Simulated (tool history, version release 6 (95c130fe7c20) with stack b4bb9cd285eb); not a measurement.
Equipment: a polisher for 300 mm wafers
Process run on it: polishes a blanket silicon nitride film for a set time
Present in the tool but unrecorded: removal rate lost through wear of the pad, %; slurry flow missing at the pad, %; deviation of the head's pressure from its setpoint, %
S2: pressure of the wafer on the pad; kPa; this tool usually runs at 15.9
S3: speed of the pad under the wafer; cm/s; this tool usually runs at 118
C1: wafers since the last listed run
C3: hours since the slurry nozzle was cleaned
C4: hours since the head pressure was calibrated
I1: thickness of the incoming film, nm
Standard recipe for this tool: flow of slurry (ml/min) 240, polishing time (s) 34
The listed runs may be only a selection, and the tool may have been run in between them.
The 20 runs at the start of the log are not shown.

{"run": 21, "hour": 458.2, "flow of slurry (ml/min)": 240, "S2": 15.9, "S3": 118, "polishing time (s)": 34, "C1": 215, "wafers polished on this pad": 1131, "C3": 91.1, "C4": 946.0, "I1": 486.4, "film removed (nm)": 52.2}
{"run": 22, "hour": 480.3, "flow of slurry (ml/min)": 240, "S2": 15.9, "S3": 144, "polishing time (s)": 44, "C1": 178, "wafers polished on this pad": 1310, "C3": 113.2, "C4": 968.1, "I1": 480.4, "film removed (nm)": 78.2}
{"run": 23, "hour": 498.6, "flow of slurry (ml/min)": 165, "S2": 15.9, "S3": 118, "polishing time (s)": 30, "C1": 147, "wafers polished on this pad": 1457, "C3": 131.5, "C4": 986.4, "I1": 480.0, "film removed (nm)": 41.9}
{"hour": 518.9, "done": "worn pad replaced by a new one"}
{"run": 24, "hour": 524.9, "flow of slurry (ml/min)": 240, "S2": 15.9, "S3": 118, "polishing time (s)": 34, "C1": 180, "wafers polished on this pad": 48, "C3": 157.8, "C4": 1012.7, "I1": 485.4, "film removed (nm)": 50.8}
{"run": 25, "hour": 544.7, "flow of slurry (ml/min)": 290, "S2": 21.4, "S3": 118, "polishing time (s)": 24, "C1": 159, "wafers polished on this pad": 208, "C3": 177.6, "C4": 1032.5, "I1": 482.3, "film removed (nm)": 46.7}
{"hour": 555.5, "done": "head pressure recalibrated"}
{"run": 26, "hour": 566.8, "flow of slurry (ml/min)": 240, "S2": 20.0, "S3": 118, "polishing time (s)": 34, "C1": 162, "wafers polished on this pad": 370, "C3": 199.7, "C4": 11.3, "I1": 472.7, "film removed (nm)": 60.6}
{"run": 27, "hour": 597.3, "flow of slurry (ml/min)": 240, "S2": 15.9, "S3": 118, "polishing time (s)": 34, "C1": 246, "wafers polished on this pad": 616, "C3": 230.2, "C4": 41.8, "I1": 472.4, "film removed (nm)": 52.7}
{"run": 28, "hour": 627.7, "flow of slurry (ml/min)": 240, "S2": 20.0, "S3": 80, "polishing time (s)": 42, "C1": 245, "wafers polished on this pad": 862, "C3": 260.6, "C4": 72.2, "I1": 478.4, "film removed (nm)": 57.2}
{"hour": 636.9, "done": "slurry nozzle cleaned"}
{"run": 29, "hour": 676.5, "flow of slurry (ml/min)": 240, "S2": 15.9, "S3": 118, "polishing time (s)": 34, "C1": 386, "wafers polished on this pad": 1248, "C3": 39.6, "C4": 121.0, "I1": 472.5, "film removed (nm)": 52.0}
{"run": 30, "hour": 708.3, "flow of slurry (ml/min)": 190, "S2": 15.9, "S3": 118, "polishing time (s)": 23, "C1": 256, "wafers polished on this pad": 1505, "C3": 71.4, "C4": 152.8, "I1": 481.9, "film removed (nm)": 33.3}
{"hour": 732.5, "done": "worn pad replaced by a new one"}
{"run": 31, "hour": 737.8, "flow of slurry (ml/min)": 240, "S2": 20.7, "S3": 160, "polishing time (s)": 26, "C1": 205, "wafers polished on this pad": 43, "C3": 100.9, "C4": 182.3, "I1": 471.7, "film removed (nm)": 63.5}
{"run": 32, "hour": 758.9, "flow of slurry (ml/min)": 240, "S2": 15.9, "S3": 118, "polishing time (s)": 34, "C1": 170, "wafers polished on this pad": 213, "C3": 122.0, "C4": 203.4, "I1": 481.6, "film removed (nm)": 50.4}
{"run": 33, "hour": 780.1, "flow of slurry (ml/min)": 240, "S2": 15.9, "S3": 132, "polishing time (s)": 34, "C1": 171, "wafers polished on this pad": 384, "C3": 143.2, "C4": 224.6, "I1": 486.3, "film removed (nm)": 54.3}
{"run": 34, "hour": 802.6, "flow of slurry (ml/min)": 165, "S2": 17.9, "S3": 138, "polishing time (s)": 43, "C1": 181, "wafers polished on this pad": 566, "C3": 165.7, "C4": 247.1, "I1": 478.6, "film removed (nm)": 76.0}
{"run": 35, "hour": 828.7, "flow of slurry (ml/min)": 240, "S2": 20.0, "S3": 118, "polishing time (s)": 23, "C1": 210, "wafers polished on this pad": 777, "C3": 191.8, "C4": 273.2, "I1": 476.4, "film removed (nm)": 41.1}
{"run": 36, "hour": 856.2, "flow of slurry (ml/min)": 240, "S2": 15.9, "S3": 130, "polishing time (s)": 34, "C1": 222, "wafers polished on this pad": 999, "C3": 219.3, "C4": 300.7, "I1": 483.2, "film removed (nm)": 55.7}
{"hour": 887.4, "done": "slurry nozzle cleaned"}
{"run": 37, "hour": 891.2, "flow of slurry (ml/min)": 215, "S2": 15.9, "S3": 84, "polishing time (s)": 38, "C1": 274, "wafers polished on this pad": 1274, "C3": 3.8, "C4": 335.7, "I1": 469.9, "film removed (nm)": 44.3}
{"run": 38, "hour": 905.4, "flow of slurry (ml/min)": 310, "S2": 15.9, "S3": 96, "polishing time (s)": 34, "C1": 114, "wafers polished on this pad": 1388, "C3": 18.0, "C4": 349.9, "I1": 475.1, "film removed (nm)": 44.1}

3 options for the next run, each taken on its own from the tool as it stands now. Forecast them:
{"run": "A", "hour": 905.8, "flow of slurry (ml/min)": 240, "S2": 15.9, "S3": 118, "polishing time (s)": 34, "C1": 3, "wafers polished on this pad": 1391, "C3": 18.4, "C4": 350.3, "I1": 485.0, "film removed (nm)": "?"}
{"run": "B", "hour": 905.8, "flow of slurry (ml/min)": 190, "S2": 15.9, "S3": 118, "polishing time (s)": 34, "C1": 3, "wafers polished on this pad": 1391, "C3": 18.4, "C4": 350.3, "I1": 485.0, "film removed (nm)": "?"}
{"run": "C", "hour": 905.8, "flow of slurry (ml/min)": 240, "S2": 15.9, "S3": 142, "polishing time (s)": 34, "C1": 3, "wafers polished on this pad": 1391, "C3": 18.4, "C4": 350.3, "I1": 485.0, "film removed (nm)": "?"}

run=A film_removed_(nm)=50.7
run=B film_removed_(nm)=49.2
run=C film_removed_(nm)=58.8
Take away the tool's hidden state, keep each run's random variation, and the runs would have read:
run=A film_removed_(nm)=50.7
run=B film_removed_(nm)=49.2
run=C film_removed_(nm)=58.8

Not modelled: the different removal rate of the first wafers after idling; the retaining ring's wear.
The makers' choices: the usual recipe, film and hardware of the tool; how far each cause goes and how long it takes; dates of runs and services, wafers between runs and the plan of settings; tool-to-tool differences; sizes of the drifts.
